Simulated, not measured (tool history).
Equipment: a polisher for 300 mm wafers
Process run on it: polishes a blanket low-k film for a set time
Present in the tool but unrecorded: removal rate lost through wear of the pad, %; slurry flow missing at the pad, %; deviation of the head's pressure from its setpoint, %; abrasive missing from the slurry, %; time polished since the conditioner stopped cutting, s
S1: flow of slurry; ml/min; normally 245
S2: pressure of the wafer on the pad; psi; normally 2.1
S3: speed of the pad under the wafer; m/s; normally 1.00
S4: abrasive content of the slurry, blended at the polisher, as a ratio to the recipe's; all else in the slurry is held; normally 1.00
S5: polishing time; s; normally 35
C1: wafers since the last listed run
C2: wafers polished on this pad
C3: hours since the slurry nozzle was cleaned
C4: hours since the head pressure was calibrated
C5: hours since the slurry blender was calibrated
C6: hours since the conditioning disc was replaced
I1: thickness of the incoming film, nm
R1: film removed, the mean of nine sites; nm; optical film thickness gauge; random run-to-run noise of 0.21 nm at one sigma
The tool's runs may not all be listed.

Run 1, hour 0.0: usual settings; C1 0; C2 418; C3 782.8; C4 378.9; C5 299.5; C6 255.6; I1 470.3. Result: R1 14.6 nm.
Run 2, hour 10.4: usual settings; C1 63; C2 482; C3 793.2; C4 389.3; C5 309.9; C6 266.0; I1 473.3. Result: R1 14.2 nm.
Run 3, hour 16.8: usual settings; C1 39; C2 521; C3 799.6; C4 395.7; C5 316.3; C6 272.4; I1 468.9. Result: R1 13.8 nm.
Run 4, hour 29.1: usual settings; C1 75; C2 597; C3 811.9; C4 408.0; C5 328.6; C6 284.7; I1 464.1. Result: R1 14.0 nm.
Run 5, hour 42.2: usual settings; C1 80; C2 677; C3 825.0; C4 421.1; C5 341.7; C6 297.8; I1 474.6. Result: R1 14.0 nm.
Run 6, hour 58.1: usual settings; C1 97; C2 775; C3 840.9; C4 437.0; C5 357.6; C6 313.7; I1 463.1. Result: R1 14.1 nm.
Run 7, hour 70.1: usual settings; C1 73; C2 848; C3 852.9; C4 449.0; C5 369.6; C6 325.7; I1 462.9. Result: R1 14.1 nm.
Run 8, hour 79.1: usual settings; C1 55; C2 903; C3 861.9; C4 458.0; C5 378.6; C6 334.7; I1 463.5. Result: R1 13.7 nm.
At hour 91.1: worn pad replaced by a new one.
Run 9, hour 91.6: usual settings; C1 52; C2 2; C3 874.4; C4 470.5; C5 391.1; C6 347.2; I1 474.5. Result: R1 14.3 nm.
At hour 99.4: conditioning disc replaced and pad reconditioned.
Run 10, hour 102.7: usual settings but S4 1.05; C1 55; C2 58; C3 885.5; C4 481.6; C5 402.2; C6 3.3; I1 466.4. Result: R1 14.6 nm.
Run 11, hour 117.1: usual settings but S4 1.05; C1 88; C2 147; C3 899.9; C4 496.0; C5 416.6; C6 17.7; I1 468.2. Result: R1 14.4 nm.
At hour 124.2: slurry blender recalibrated.
Run 12, hour 134.0: usual settings but S1 320 ml/min, S4 0.85; C1 91; C2 238; C3 916.8; C4 512.9; C5 9.8; C6 34.6; I1 470.5. Result: R1 12.8 nm.
Run 13, hour 143.1: usual settings but S1 170 ml/min, S3 1.22 m/s; C1 55; C2 294; C3 925.9; C4 522.0; C5 18.9; C6 43.7; I1 469.8. Result: R1 15.9 nm.
Run 14, hour 153.3: usual settings; C1 62; C2 356; C3 936.1; C4 532.2; C5 29.1; C6 53.9; I1 475.5. Result: R1 13.8 nm.
At hour 161.4: head pressure recalibrated.
Run 15, hour 166.5: usual settings but S1 275 ml/min, S2 1.8 psi, S3 1.34 m/s, S4 1.15; C1 68; C2 425; C3 949.3; C4 5.1; C5 42.3; C6 67.1; I1 463.1. Result: R1 18.0 nm.
Run 16, hour 176.1: usual settings but S2 1.7 psi, S3 0.88 m/s; C1 58; C2 484; C3 958.9; C4 14.7; C5 51.9; C6 76.7; I1 472.8. Result: R1 11.0 nm.
Run 17, hour 192.8: usual settings but S1 205 ml/min, S2 1.7 psi, S3 0.68 m/s, S4 1.25; C1 102; C2 586; C3 975.6; C4 31.4; C5 68.6; C6 93.4; I1 464.5. Result: R1 9.8 nm.
At hour 196.1: slurry nozzle cleaned.
Run 18, hour 205.6: usual settings; C1 72; C2 659; C3 9.5; C4 44.2; C5 81.4; C6 106.2; I1 474.8. Result: R1 15.3 nm.
Run 19, hour 214.1: usual settings but S1 325 ml/min, S2 2.6 psi, S5 26 s; C1 52; C2 711; C3 18.0; C4 52.7; C5 89.9; C6 114.7; I1 468.7. Result: R1 14.7 nm.
Run 20, hour 232.1: usual settings; C1 110; C2 821; C3 36.0; C4 70.7; C5 107.9; C6 132.7; I1 469.0. Result: R1 14.9 nm.
At hour 239.4: worn pad replaced by a new one.
Run 21, hour 239.9: usual settings; C1 23; C2 3; C3 43.8; C4 78.5; C5 115.7; C6 140.5; I1 464.1. Result: R1 15.4 nm.
Run 22, hour 244.5: usual settings but S2 1.8 psi; C1 28; C2 31; C3 48.4; C4 83.1; C5 120.3; C6 145.1; I1 469.5. Result: R1 12.8 nm.
Run 23, hour 253.5: usual settings but S1 185 ml/min, S2 2.5 psi, S5 42 s; C1 55; C2 86; C3 57.4; C4 92.1; C5 129.3; C6 154.1; I1 466.5. Result: R1 20.5 nm.
Run 24, hour 265.0: usual settings but S1 210 ml/min, S3 1.32 m/s; C1 70; C2 157; C3 68.9; C4 103.6; C5 140.8; C6 165.6; I1 459.3. Result: R1 18.1 nm.
Run 25, hour 271.8: usual settings but S1 285 ml/min, S5 31 s; C1 41; C2 198; C3 75.7; C4 110.4; C5 147.6; C6 172.4; I1 461.5. Result: R1 12.8 nm.

Here are 5 independent what-if runs from the current tool condition. What would each one return?
Run A, hour 272.2: usual settings but S3 0.90 m/s; C1 2; C2 201; C3 76.1; C4 110.8; C5 148.0; C6 172.8; I1 465.0. Result: R1 ?.
Run B, hour 272.2: usual settings but S4 0.90; C1 2; C2 201; C3 76.1; C4 110.8; C5 148.0; C6 172.8; I1 465.0. Result: R1 ?.
Run C, hour 272.2: usual settings but S1 175 ml/min, S3 1.14 m/s; C1 2; C2 201; C3 76.1; C4 110.8; C5 148.0; C6 172.8; I1 465.0. Result: R1 ?.
Run D, hour 272.2: usual settings but S1 165 ml/min; C1 2; C2 201; C3 76.1; C4 110.8; C5 148.0; C6 172.8; I1 465.0. Result: R1 ?.
Run E, hour 272.2: usual settings but S3 0.76 m/s; C1 2; C2 201; C3 76.1; C4 110.8; C5 148.0; C6 172.8; I1 465.0. Result: R1 ?.

run    R1
  A  13.7
  B  14.2
  C  16.0
  D  14.4
  E  12.0
Stripped of hidden state, with their random variation kept, the same runs would have yielded:
run    R1
  A  14.6
  B  15.2
  C  17.1
  D  15.3
  E  12.7
